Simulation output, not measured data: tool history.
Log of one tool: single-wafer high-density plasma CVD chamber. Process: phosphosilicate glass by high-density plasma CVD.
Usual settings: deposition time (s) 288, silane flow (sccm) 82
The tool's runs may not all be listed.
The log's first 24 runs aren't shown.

run,hour,deposition time (s),silane flow (sccm),"read-back reference wafer on the same gauge, thickness_nm",mean film thickness on the monitor wafer (Å)
# hour 585.6: gauge calibrated
25,588.5,288,72,2308.407,19867.96
26,602.3,335,88,2311.400,28064.44
27,633.4,288,96,2309.905,25772.79
28,667.0,288,82,2311.214,22222.15
29,680.3,288,82,2306.813,22584.52
30,703.5,271,90,2310.365,22948.52
31,733.8,288,82,2307.847,22301.67
32,818.8,288,82,2309.835,22242.75
33,841.6,252,75,2309.040,17987.91
34,873.3,288,94,2308.641,25293.72
35,886.9,257,75,2309.128,18161.49

4 ways to go on from here, each from the tool as it stands after run 35. What would each give?
A,887.4,288,82,?,?
B,887.4,309,78,?,?
C,887.4,234,77,?,?
D,887.4,332,82,?,?

run,"read-back reference wafer on the same gauge, thickness_nm",mean film thickness on the monitor wafer (Å)
A,2310.244,22435.07
B,2310.244,22993.40
C,2310.244,17208.47
D,2310.244,25862.65
Without the tool's hidden state the same runs would have given:
run,mean film thickness on the monitor wafer (Å)
A,22987.12
B,23559.19
C,17631.92
D,26499.05

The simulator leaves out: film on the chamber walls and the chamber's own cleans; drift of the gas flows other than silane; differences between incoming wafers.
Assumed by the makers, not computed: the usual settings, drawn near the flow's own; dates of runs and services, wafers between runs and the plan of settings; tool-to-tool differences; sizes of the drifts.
